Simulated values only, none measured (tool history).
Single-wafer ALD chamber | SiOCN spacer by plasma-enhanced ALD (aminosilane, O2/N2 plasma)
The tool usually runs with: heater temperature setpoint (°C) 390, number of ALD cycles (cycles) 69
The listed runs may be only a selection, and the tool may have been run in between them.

run	day	heater temperature setpoint (°C)	number of ALD cycles (cycles)	wafers since the last listed run	hours since the last thermocouple change	hours since the gauge calibration	read-back reference wafer on the same gauge, thickness_nm	mean film thickness on the monitor wafer (Å)
1	0	390	69	0	2340.3	13.6	4.59	44.91
2	0.554	390	69	59	2353.6	26.9	4.591	44.88
3	1.246	390	69	74	2370.2	43.5	4.587	44.86
4	1.621	390	69	40	2379.2	52.5	4.593	44.64
5	2.138	400	69	55	2391.6	64.9	4.59	44.66
6	2.567	400	69	46	2401.9	75.2	4.59	44.5
7	3.258	400	69	74	2418.5	91.8	4.59	44.63
8	3.971	390	69	76	2435.6	108.9	4.593	44.86
9	4.338	390	69	39	2444.4	117.7	4.592	44.85
# day 5.496: thermocouple changed; heater temperature recalibrated
10	5.683	390	69	108	4.5	150	4.59	44.93
11	6.171	390	69	52	16.2	161.7	4.59	45
12	6.825	390	69	70	31.9	177.4	4.587	45.21
13	7.358	390	69	57	44.7	190.2	4.591	44.95
14	7.879	390	72	55	57.2	202.7	4.59	46.89
15	8.154	395	79	29	63.8	209.3	4.586	51.57
16	8.525	401	74	39	72.7	218.2	4.588	47.77
# day 9.167: gauge calibrated
17	10.525	390	69	214	120.7	32.6	4.591	44.96
18	10.996	382	75	50	132	43.9	4.59	48.81
19	11.717	386	57	77	149.3	61.2	4.595	37.05
20	12.458	394	76	79	167.1	79	4.59	49.26
21	12.829	379	80	39	176	87.9	4.589	51.88
22	13.471	380	62	68	191.4	103.3	4.588	40.45
23	14.108	396	79	68	206.7	118.6	4.588	51.61
24	14.421	397	60	33	214.2	126.1	4.588	39.17
25	14.796	390	60	40	223.2	135.1	4.59	39.09
26	15.392	390	69	63	237.5	149.4	4.592	45.03
27	15.904	390	61	54	249.8	161.7	4.592	39.72
28	16.533	390	69	67	264.9	176.8	4.591	44.91
29	17.275	382	57	79	282.7	194.6	4.594	37.14

Describe how what the log doesn't record of the tool's condition differs between the last listed run preceding each entry between runs and the first listed run following it.
Logged between run 9 and run 10: thermocouple changed; heater temperature recalibrated (day 5.496)
  no difference in the tool's unlogged condition between these two runs
Logged between run 16 and run 17: gauge calibrated (day 9.167)
  no difference in the tool's unlogged condition between these two runs
